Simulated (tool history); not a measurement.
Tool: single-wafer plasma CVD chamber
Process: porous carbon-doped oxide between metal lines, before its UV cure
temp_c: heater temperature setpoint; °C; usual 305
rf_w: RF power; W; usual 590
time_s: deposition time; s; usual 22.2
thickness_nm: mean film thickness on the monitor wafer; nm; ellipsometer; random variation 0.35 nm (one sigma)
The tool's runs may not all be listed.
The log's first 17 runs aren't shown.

run	hour	temp_c	rf_w	time_s	wafers since the last listed run	hours since the last thermocouple change	hours since the last RF generator calibration	hours since the showerhead was replaced	hours since the gauge calibration	read-back reference wafer on the same gauge, thickness_nm	thickness_nm
18	449.8	300	505	24.6	1363	2147.6	171.4	186.5	478.8	133.956	125.326
19	474.9	305	590	19.4	870	2172.7	196.5	211.6	503.9	134.006	108.273
20	510.1	311	525	25.2	1221	2207.9	231.7	246.8	539.1	133.974	124.895
# hour 527.9: thermocouple changed; heater temperature recalibrated
21	530.4	294	665	22.2	426	2.5	252	267.1	559.4	133.924	141.481
22	544.5	305	590	20.1	489	16.6	266.1	281.2	573.5	134.021	111.533
23	576	297	590	25.6	1092	48.1	297.6	312.7	605	133.892	147.907
24	600.8	311	640	22.2	860	72.9	322.4	337.5	629.8	133.889	126.55
25	622.1	291	590	22.2	739	94.2	343.7	358.8	651.1	134.003	131.748
26	643.5	313	590	22.2	742	115.6	365.1	380.2	672.5	133.926	118.678
# hour 666.7: gauge calibrated
27	679.3	317	620	22.2	1242	151.4	400.9	416	12.6	134.101	119.68
28	691.9	312	590	20.2	437	164	413.5	428.6	25.2	134.075	108.966
29	725.3	296	520	19.5	1158	197.4	446.9	462	58.6	133.894	104.273
30	758.2	305	590	22.2	1141	230.3	479.8	494.9	91.5	134.072	123.145
31	788.5	305	590	22.2	1051	260.6	510.1	525.2	121.8	133.943	122.959
32	819.3	292	675	21.1	1068	291.4	540.9	556	152.6	134.083	136.66
33	840.4	305	590	22.2	732	312.5	562	577.1	173.7	134.13	122.719

The next listed run, before its measurement:
34	870.8	305	590	22.2	1054	342.9	592.4	607.5	204.1	?	?

Run 34 gave read-back reference wafer on the same gauge, thickness_nm 133.962, thickness_nm 122.954 nm.
Without the tool's hidden state the same run would have given thickness_nm 123.717 nm.

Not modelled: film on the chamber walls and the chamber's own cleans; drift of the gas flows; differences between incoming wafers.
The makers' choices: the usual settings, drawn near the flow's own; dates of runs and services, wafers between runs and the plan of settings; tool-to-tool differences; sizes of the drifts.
